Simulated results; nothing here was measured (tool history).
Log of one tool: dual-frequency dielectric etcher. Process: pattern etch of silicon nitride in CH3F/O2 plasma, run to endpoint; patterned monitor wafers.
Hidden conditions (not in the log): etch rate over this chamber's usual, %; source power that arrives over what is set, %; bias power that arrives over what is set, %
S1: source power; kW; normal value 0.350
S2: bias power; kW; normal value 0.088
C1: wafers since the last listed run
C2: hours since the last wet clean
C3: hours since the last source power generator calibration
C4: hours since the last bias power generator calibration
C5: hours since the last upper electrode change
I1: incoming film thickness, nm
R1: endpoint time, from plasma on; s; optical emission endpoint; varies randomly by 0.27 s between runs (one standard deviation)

{"run": 1, "day": 0.0, "S1": 0.4, "S2": 0.088, "C1": 0, "C2": 180.9, "C3": 4061.3, "C4": 3050.9, "C5": 1849.3, "I1": 79.4, "R1": 86.8}
{"run": 2, "day": 0.662, "S1": 0.4, "S2": 0.088, "C1": 155, "C2": 196.8, "C3": 4077.2, "C4": 3066.8, "C5": 1865.2, "I1": 78.5, "R1": 85.8}
{"run": 3, "day": 1.562, "S1": 0.4, "S2": 0.088, "C1": 210, "C2": 218.4, "C3": 4098.8, "C4": 3088.4, "C5": 1886.8, "I1": 78.8, "R1": 86.4}
{"run": 4, "day": 2.262, "S1": 0.35, "S2": 0.088, "C1": 164, "C2": 235.2, "C3": 4115.6, "C4": 3105.2, "C5": 1903.6, "I1": 78.3, "R1": 89.6}
{"run": 5, "day": 3.946, "S1": 0.35, "S2": 0.088, "C1": 394, "C2": 275.6, "C3": 4156.0, "C4": 3145.6, "C5": 1944.0, "I1": 78.1, "R1": 90.0}
{"run": 6, "day": 5.567, "S1": 0.35, "S2": 0.088, "C1": 379, "C2": 314.5, "C3": 4194.9, "C4": 3184.5, "C5": 1982.9, "I1": 79.1, "R1": 90.6}
{"run": 7, "day": 6.117, "S1": 0.35, "S2": 0.088, "C1": 128, "C2": 327.7, "C3": 4208.1, "C4": 3197.7, "C5": 1996.1, "I1": 79.0, "R1": 90.2}
{"run": 8, "day": 7.554, "S1": 0.3, "S2": 0.088, "C1": 336, "C2": 362.2, "C3": 4242.6, "C4": 3232.2, "C5": 2030.6, "I1": 78.9, "R1": 96.4}
{"run": 9, "day": 8.854, "S1": 0.3, "S2": 0.088, "C1": 304, "C2": 393.4, "C3": 4273.8, "C4": 3263.4, "C5": 2061.8, "I1": 79.5, "R1": 97.0}
{"day": 9.054, "done": "source power generator calibrated"}
{"day": 10.896, "done": "wet clean of the chamber"}
{"day": 10.946, "done": "bias power generator calibrated"}
{"run": 10, "day": 10.967, "S1": 0.35, "S2": 0.088, "C1": 210, "C2": 1.7, "C3": 45.9, "C4": 0.5, "C5": 2112.5, "I1": 78.8, "R1": 91.0}
{"run": 11, "day": 11.396, "S1": 0.35, "S2": 0.088, "C1": 100, "C2": 12.0, "C3": 56.2, "C4": 10.8, "C5": 2122.8, "I1": 78.7, "R1": 91.0}
{"day": 12.762, "done": "upper electrode replaced"}
{"run": 12, "day": 12.783, "S1": 0.35, "S2": 0.088, "C1": 90, "C2": 45.3, "C3": 89.5, "C4": 44.1, "C5": 0.5, "I1": 79.0, "R1": 91.1}
{"run": 13, "day": 13.262, "S1": 0.35, "S2": 0.088, "C1": 112, "C2": 56.8, "C3": 101.0, "C4": 55.6, "C5": 12.0, "I1": 78.4, "R1": 90.2}
{"run": 14, "day": 14.562, "S1": 0.43, "S2": 0.096, "C1": 304, "C2": 88.0, "C3": 132.2, "C4": 86.8, "C5": 43.2, "I1": 79.6, "R1": 82.6}
{"run": 15, "day": 15.171, "S1": 0.35, "S2": 0.088, "C1": 142, "C2": 102.6, "C3": 146.8, "C4": 101.4, "C5": 57.8, "I1": 79.1, "R1": 91.5}
{"run": 16, "day": 16.221, "S1": 0.3, "S2": 0.081, "C1": 246, "C2": 127.8, "C3": 172.0, "C4": 126.6, "C5": 83.0, "I1": 78.9, "R1": 98.9}
{"run": 17, "day": 17.233, "S1": 0.35, "S2": 0.088, "C1": 237, "C2": 152.1, "C3": 196.3, "C4": 150.9, "C5": 107.3, "I1": 78.5, "R1": 90.5}
{"run": 18, "day": 17.883, "S1": 0.35, "S2": 0.096, "C1": 152, "C2": 167.7, "C3": 211.9, "C4": 166.5, "C5": 122.9, "I1": 78.9, "R1": 89.4}
{"run": 19, "day": 18.862, "S1": 0.41, "S2": 0.081, "C1": 229, "C2": 191.2, "C3": 235.4, "C4": 190.0, "C5": 146.4, "I1": 78.6, "R1": 86.7}
{"run": 20, "day": 20.304, "S1": 0.35, "S2": 0.088, "C1": 337, "C2": 225.8, "C3": 270.0, "C4": 224.6, "C5": 181.0, "I1": 79.5, "R1": 91.5}
{"run": 21, "day": 21.475, "S1": 0.26, "S2": 0.077, "C1": 274, "C2": 253.9, "C3": 298.1, "C4": 252.7, "C5": 209.1, "I1": 78.7, "R1": 104.8}
{"run": 22, "day": 22.438, "S1": 0.31, "S2": 0.105, "C1": 225, "C2": 277.0, "C3": 321.2, "C4": 275.8, "C5": 232.2, "I1": 78.0, "R1": 90.0}
{"run": 23, "day": 23.717, "S1": 0.35, "S2": 0.101, "C1": 299, "C2": 307.7, "C3": 351.9, "C4": 306.5, "C5": 262.9, "I1": 78.8, "R1": 87.3}
{"run": 24, "day": 26.558, "S1": 0.35, "S2": 0.07, "C1": 666, "C2": 375.9, "C3": 420.1, "C4": 374.7, "C5": 331.1, "I1": 78.8, "R1": 94.5}
{"run": 25, "day": 27.762, "S1": 0.27, "S2": 0.088, "C1": 282, "C2": 404.8, "C3": 449.0, "C4": 403.6, "C5": 360.0, "I1": 78.6, "R1": 100.0}

Below are 4 alternative next runs, each starting from the tool's condition after run 25. Predict each:
{"run": "A", "day": 27.783, "S1": 0.35, "S2": 0.088, "C1": 4, "C2": 405.3, "C3": 449.5, "C4": 404.1, "C5": 360.5, "I1": 78.4, "R1": "?"}
{"run": "B", "day": 27.783, "S1": 0.27, "S2": 0.104, "C1": 4, "C2": 405.3, "C3": 449.5, "C4": 404.1, "C5": 360.5, "I1": 78.4, "R1": "?"}
{"run": "C", "day": 27.783, "S1": 0.44, "S2": 0.095, "C1": 4, "C2": 405.3, "C3": 449.5, "C4": 404.1, "C5": 360.5, "I1": 78.4, "R1": "?"}
{"run": "D", "day": 27.783, "S1": 0.43, "S2": 0.103, "C1": 4, "C2": 405.3, "C3": 449.5, "C4": 404.1, "C5": 360.5, "I1": 78.4, "R1": "?"}

run=A R1=89.7
run=B R1=95.9
run=C R1=80.3
run=D R1=79.5
Take away the tool's hidden state, keep each run's random variation, and the runs would have read:
run=A R1=90.6
run=B R1=96.9
run=C R1=81.1
run=D R1=80.4
